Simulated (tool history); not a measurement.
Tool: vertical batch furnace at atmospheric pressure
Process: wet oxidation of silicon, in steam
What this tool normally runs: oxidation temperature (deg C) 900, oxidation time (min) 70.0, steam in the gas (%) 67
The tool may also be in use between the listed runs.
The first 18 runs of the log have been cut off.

run	hour	oxidation temperature (deg C)	oxidation time (min)	steam in the gas (%)	read-back reference wafer on the same gauge, thickness	oxide thickness on the monitor wafer (nm)
19	1082.5	881	55.0	76	140.65	123.77
20	1112.3	888	70.0	60	140.68	132.31
# hour 1143.5: steam generator serviced
21	1152.9	881	39.5	70	141.03	94.83
22	1194.4	881	55.0	76	141.02	123.07
23	1251.9	900	70.0	67	141.10	162.20
24	1295.4	900	70.0	64	140.88	158.28
25	1343.9	900	70.0	67	140.78	161.74
26	1408.9	887	70.0	67	141.03	141.52
27	1437.9	900	101.5	67	140.94	212.11
28	1507.1	889	44.0	77	140.91	116.69
29	1564.7	882	70.0	67	141.13	134.32
30	1772.6	908	53.0	61	140.98	135.94
31	1842.9	889	70.0	62	141.02	137.16
32	1890.3	900	70.0	67	141.25	162.88
33	1949.5	900	70.0	67	140.94	163.53
34	2014.8	900	89.0	73	141.03	204.64

Below are 5 alternative next runs, each starting from the tool's condition after run 34. Predict each:
A	2019.2	888	70.0	67	?	?
B	2019.2	884	70.0	57	?	?
C	2019.2	880	70.0	67	?	?
D	2019.2	925	70.0	71	?	?
E	2019.2	910	60.0	77	?	?

run	read-back reference wafer on the same gauge, thickness	oxide thickness on the monitor wafer (nm)
A	141.10	143.06
B	141.10	123.33
C	141.10	131.11
D	141.10	215.78
E	141.10	178.63
With no hidden state in the tool, these same runs would have given:
run	oxide thickness on the monitor wafer (nm)
A	143.06
B	123.33
C	131.11
D	215.78
E	178.63

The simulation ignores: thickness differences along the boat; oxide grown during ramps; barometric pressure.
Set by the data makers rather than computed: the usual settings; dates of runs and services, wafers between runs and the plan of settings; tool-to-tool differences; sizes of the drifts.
